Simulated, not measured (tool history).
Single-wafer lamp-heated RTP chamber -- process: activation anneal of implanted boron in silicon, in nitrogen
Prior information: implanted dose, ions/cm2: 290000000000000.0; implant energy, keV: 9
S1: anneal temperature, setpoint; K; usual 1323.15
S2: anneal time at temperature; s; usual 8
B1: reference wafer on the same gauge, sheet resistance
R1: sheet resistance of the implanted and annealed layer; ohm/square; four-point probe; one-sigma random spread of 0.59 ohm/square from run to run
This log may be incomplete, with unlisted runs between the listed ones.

{"run": 1, "hour": 0.0, "S1": 1323.15, "S2": 8, "B1": 417.28, "R1": 387.82}
{"run": 2, "hour": 88.4, "S1": 1323.15, "S2": 8, "B1": 416.21, "R1": 387.07}
{"run": 3, "hour": 159.6, "S1": 1323.15, "S2": 8, "B1": 416.02, "R1": 386.11}
{"run": 4, "hour": 230.5, "S1": 1323.15, "S2": 4, "B1": 415.14, "R1": 387.69}
{"run": 5, "hour": 328.7, "S1": 1323.15, "S2": 4, "B1": 414.49, "R1": 388.43}
{"run": 6, "hour": 393.4, "S1": 1323.15, "S2": 4, "B1": 413.23, "R1": 386.28}
{"hour": 446.3, "done": "reflector plate cleaned"}
{"hour": 446.9, "done": "gauge calibrated"}
{"run": 7, "hour": 474.4, "S1": 1323.15, "S2": 8, "B1": 418.23, "R1": 390.26}
{"hour": 512.3, "done": "pyrometer window cleaned and pyrometer calibrated"}
{"run": 8, "hour": 514.9, "S1": 1295.15, "S2": 6, "B1": 417.75, "R1": 392.8}
{"run": 9, "hour": 598.7, "S1": 1323.15, "S2": 8, "B1": 417.12, "R1": 388.29}
{"run": 10, "hour": 691.8, "S1": 1307.15, "S2": 9, "B1": 416.27, "R1": 388.74}
{"run": 11, "hour": 785.4, "S1": 1346.15, "S2": 8, "B1": 415.25, "R1": 386.38}
{"run": 12, "hour": 836.7, "S1": 1351.15, "S2": 6, "B1": 415.16, "R1": 386.28}
{"run": 13, "hour": 909.4, "S1": 1323.15, "S2": 8, "B1": 413.97, "R1": 387.14}
{"hour": 1067.6, "done": "reflector plate cleaned"}
{"run": 14, "hour": 1087.6, "S1": 1349.15, "S2": 5, "B1": 412.37, "R1": 384.45}

A few steps of R1 between consecutive runs. Split each: what settings, incoming material and random variation would produce without the hidden state, and what is left over for the hidden state, along with gauge scatter present in only one of the two compared results (measured, and without hidden state):
Hidden conditions of the tool in this case: true wafer temperature minus pyrometer reading, K; wafer temperature error from the tarnished reflector plate, K; gauge reads high (%).
Run 6 -> 7: S2 4 -> 8, reflector plate cleaned, gauge calibrated. R1 +3.98 ohm/square: hidden state +4.57, all else -0.59.
Run 8 -> 9: S1 1295.15 -> 1323.15, S2 6 -> 8. R1 -4.51 ohm/square: hidden state -0.75, all else -3.76.
